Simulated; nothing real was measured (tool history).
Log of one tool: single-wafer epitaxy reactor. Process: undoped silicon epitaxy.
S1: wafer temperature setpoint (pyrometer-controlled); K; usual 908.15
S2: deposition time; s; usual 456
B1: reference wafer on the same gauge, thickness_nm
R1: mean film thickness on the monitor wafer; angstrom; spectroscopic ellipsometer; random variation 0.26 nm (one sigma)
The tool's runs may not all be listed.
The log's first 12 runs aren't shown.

run	day	S1	S2	B1	R1
13	15.908	908.15	456	58.089	546.96
# day 16.854: gauge calibrated
14	16.971	908.15	456	58.086	547.24
15	17.496	908.15	456	58.107	545.66
16	18.933	908.15	456	58.116	539.62
17	20.379	914.15	456	58.072	629.86
18	21.117	921.15	368	58.067	609.2
19	22.246	922.15	397	58.079	668.91
20	23.525	898.15	395	58.168	360.84
# day 23.933: pyrometer calibrated
21	26.112	921.15	368	58.16	808.92
22	27.404	916.15	509	58.135	982.21
23	28.508	908.15	431	58.088	681.84
24	29.121	917.15	456	58.102	905.46
# day 30.146: pyrometer calibrated, repeated, since the last time left the tool worse
25	30.492	897.15	456	58.068	444.98
26	31.358	901.15	481	58.132	521.47
27	32.683	895.15	482	58.131	443.87
28	33.954	908.15	456	58.106	582.26
29	35.296	898.15	389	58.06	387.72
30	36.421	899.15	401	58.127	407.72
31	36.983	912.15	394	58.089	559.01

4 ways to go on from here, each from the tool as it stands after run 31. What would each give?
A	37.004	908.15	456	?	?
B	37.004	915.15	402	?	?
C	37.004	917.15	379	?	?
D	37.004	908.15	503	?	?

run	B1	R1
A	58.126	587.09
B	58.126	618.61
C	58.126	613.36
D	58.126	647.6
Without the tool's hidden state the same runs would have given:
run	R1
A	595.49
B	627.31
C	621.93
D	656.86
